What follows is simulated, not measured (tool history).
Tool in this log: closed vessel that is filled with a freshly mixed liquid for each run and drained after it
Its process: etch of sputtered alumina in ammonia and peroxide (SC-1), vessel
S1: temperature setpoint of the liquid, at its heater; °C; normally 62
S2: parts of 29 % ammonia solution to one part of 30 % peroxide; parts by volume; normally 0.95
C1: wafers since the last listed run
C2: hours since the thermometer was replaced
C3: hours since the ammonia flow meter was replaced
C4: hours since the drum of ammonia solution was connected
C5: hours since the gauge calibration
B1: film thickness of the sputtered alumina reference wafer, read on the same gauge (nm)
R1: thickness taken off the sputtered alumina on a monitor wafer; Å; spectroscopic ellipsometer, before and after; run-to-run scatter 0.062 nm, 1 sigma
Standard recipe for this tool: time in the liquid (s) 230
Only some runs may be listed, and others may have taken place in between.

Run 1, day 0: usual settings but S2 0.7 parts by volume; C1 0; C2 439.5; C3 2052.2; C4 977.8; C5 220.6; B1 49.96. Result: R1 310.1 Å.
Run 2, day 1.254: usual settings but S2 0.7 parts by volume; C1 3246; C2 469.6; C3 2082.3; C4 1007.9; C5 250.7; B1 49.97. Result: R1 310.9 Å.
Run 3, day 1.917: usual settings; C1 1714; C2 485.5; C3 2098.2; C4 1023.8; C5 266.6; B1 49.99. Result: R1 319.2 Å.
Run 4, day 3.079: usual settings; C1 3008; C2 513.4; C3 2126.1; C4 1051.7; C5 294.5; B1 50. Result: R1 321.5 Å.
At day 6.375: new drum of ammonia solution connected.
Run 5, day 6.571: usual settings; C1 8929; C2 597.2; C3 2209.9; C4 4.7; C5 378.3; B1 49.99. Result: R1 321.2 Å.
Run 6, day 7.558: usual settings; C1 2555; C2 620.9; C3 2233.6; C4 28.4; C5 402; B1 50.02. Result: R1 323 Å.
Run 7, day 8.546: usual settings; C1 2555; C2 644.6; C3 2257.3; C4 52.1; C5 425.7; B1 49.98. Result: R1 323.3 Å.
Run 8, day 9.171: usual settings; C1 1617; C2 659.6; C3 2272.3; C4 67.1; C5 440.7; B1 50.01. Result: R1 322.7 Å.
Run 9, day 10.088: usual settings; C1 2372; C2 681.6; C3 2294.3; C4 89.1; C5 462.7; B1 49.98. Result: R1 322.6 Å.
At day 10.321: gauge calibrated.
At day 10.938: thermometer replaced.
Run 10, day 10.958: usual settings but S1 67.5 °C, S2 1.1 parts by volume, time in the liquid (s) 310; C1 2146; C2 0.5; C3 2315.2; C4 110; C5 15.3; B1 50.01. Result: R1 560.4 Å.
Run 11, day 12.104: usual settings but S1 65.5 °C, S2 0.7 parts by volume; C1 2965; C2 28; C3 2342.7; C4 137.5; C5 42.8; B1 50.01. Result: R1 362.3 Å.
Run 12, day 12.658: usual settings but S1 58 °C, S2 0.8 parts by volume, time in the liquid (s) 285; C1 1434; C2 41.3; C3 2356; C4 150.8; C5 56.1; B1 50.01. Result: R1 310.5 Å.
At day 12.808: ammonia flow meter replaced.
Run 13, day 13.842: usual settings but S1 53 °C, S2 0.8 parts by volume; C1 2954; C2 69.7; C3 24.8; C4 179.2; C5 84.5; B1 50.02. Result: R1 193.6 Å.
Run 14, day 14.892: usual settings; C1 2717; C2 94.9; C3 50; C4 204.4; C5 109.7; B1 50.03. Result: R1 314.3 Å.
Run 15, day 15.479: usual settings but S1 57.5 °C, S2 0.7 parts by volume, time in the liquid (s) 95; C1 1520; C2 109; C3 64.1; C4 218.5; C5 123.8; B1 50. Result: R1 100 Å.
Run 16, day 16.146: usual settings; C1 1725; C2 125; C3 80.1; C4 234.5; C5 139.8; B1 49.95. Result: R1 314.4 Å.
Run 17, day 17.325: usual settings but S1 58.5 °C; C1 3051; C2 153.3; C3 108.4; C4 262.8; C5 168.1; B1 50.01. Result: R1 263.7 Å.
Run 18, day 18.704: usual settings but S2 1.1 parts by volume, time in the liquid (s) 135; C1 3569; C2 186.4; C3 141.5; C4 295.9; C5 201.2; B1 50.02. Result: R1 187.6 Å.

Measured minus without-hidden-state, run by run (identical run-to-run variation in each term; gauge scatter may differ):
Hidden state present: liquid hotter than its thermometer reads (K); ammonia flow below the setpoint (%); ammonia solution weaker than its label (%); gauge reads high (%).
run     R1
  1   +8.1
  2   +8.6
  3     +9
  4   +9.6
  5  +10.9
  6  +11.2
  7  +11.7
  8  +11.9
  9  +12.1
 10   +2.4
 11   +2.2
 12   +2.1
 13   +1.7
 14     +3
 15   +1.1
 16   +3.4
 17   +3.4
 18   +2.6
